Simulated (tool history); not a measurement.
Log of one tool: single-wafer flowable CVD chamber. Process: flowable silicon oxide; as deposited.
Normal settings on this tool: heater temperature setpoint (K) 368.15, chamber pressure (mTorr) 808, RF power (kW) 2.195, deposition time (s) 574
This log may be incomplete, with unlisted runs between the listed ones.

run,hour,heater temperature setpoint (K),chamber pressure (mTorr),RF power (kW),deposition time (s),"read-back reference wafer on the same gauge, thickness_nm",mean film thickness on the monitor wafer (nm)
1,0.0,368.15,808,2.195,574,497.214,482.026
2,26.8,368.15,808,2.195,535,497.037,444.302
3,53.2,368.15,808,2.195,535,497.104,448.005
4,147.5,368.15,808,2.195,535,496.894,444.647
5,169.4,368.15,808,2.195,574,496.654,480.804
6,185.7,368.15,808,2.195,574,496.984,478.798
7,203.6,368.15,808,2.195,574,496.787,478.231
8,237.5,368.15,808,2.195,574,497.158,479.657
9,263.5,368.15,808,2.195,574,497.143,477.377
10,281.1,368.15,808,2.195,574,496.846,475.970
# hour 300.3: thermocouple changed; heater temperature recalibrated
11,305.9,368.15,808,2.195,574,497.112,479.043
# hour 320.1: capacitance manometer re-zeroed and calibrated
12,330.4,374.15,853,2.195,574,497.372,414.136
13,363.0,368.15,729,2.195,574,496.676,438.731
14,382.9,368.15,808,2.315,574,496.963,481.207
15,418.1,368.15,808,2.195,513,496.827,425.946
# hour 428.1: gauge calibrated
16,451.3,368.15,808,1.805,574,497.314,470.972
17,478.5,368.15,808,2.195,574,497.261,478.653
# hour 488.0: showerhead replaced
18,506.4,374.15,971,2.195,647,497.363,520.763
# hour 560.6: RF generator calibrated
19,589.9,368.15,808,2.195,574,496.365,478.742
20,608.6,368.15,808,2.195,574,497.649,481.074
21,635.1,368.15,808,2.195,574,496.582,476.940
22,655.4,368.15,808,2.195,574,497.695,479.951
23,675.5,364.15,808,2.390,468,497.124,448.085
24,707.3,368.15,808,2.320,574,496.996,479.653
25,721.7,368.15,808,2.195,535,497.566,445.463
26,741.5,362.15,703,1.835,574,497.379,506.131
27,772.5,358.15,748,2.340,486,497.173,518.447

Predict each of these 5 candidate next runs independently; none follows another, all start after run 27:
A,773.1,368.15,808,2.195,574,?,?
B,773.1,374.15,808,2.340,574,?,?
C,773.1,373.15,681,2.440,535,?,?
D,773.1,368.15,808,1.765,574,?,?
E,773.1,368.15,995,2.460,574,?,?

run,"read-back reference wafer on the same gauge, thickness_nm",mean film thickness on the monitor wafer (nm)
A,497.024,479.787
B,497.024,396.900
C,497.024,331.341
D,497.024,469.399
E,497.024,580.691
Without the tool's hidden state the same runs would have given:
run,mean film thickness on the monitor wafer (nm)
A,479.787
B,396.900
C,331.341
D,469.399
E,580.691
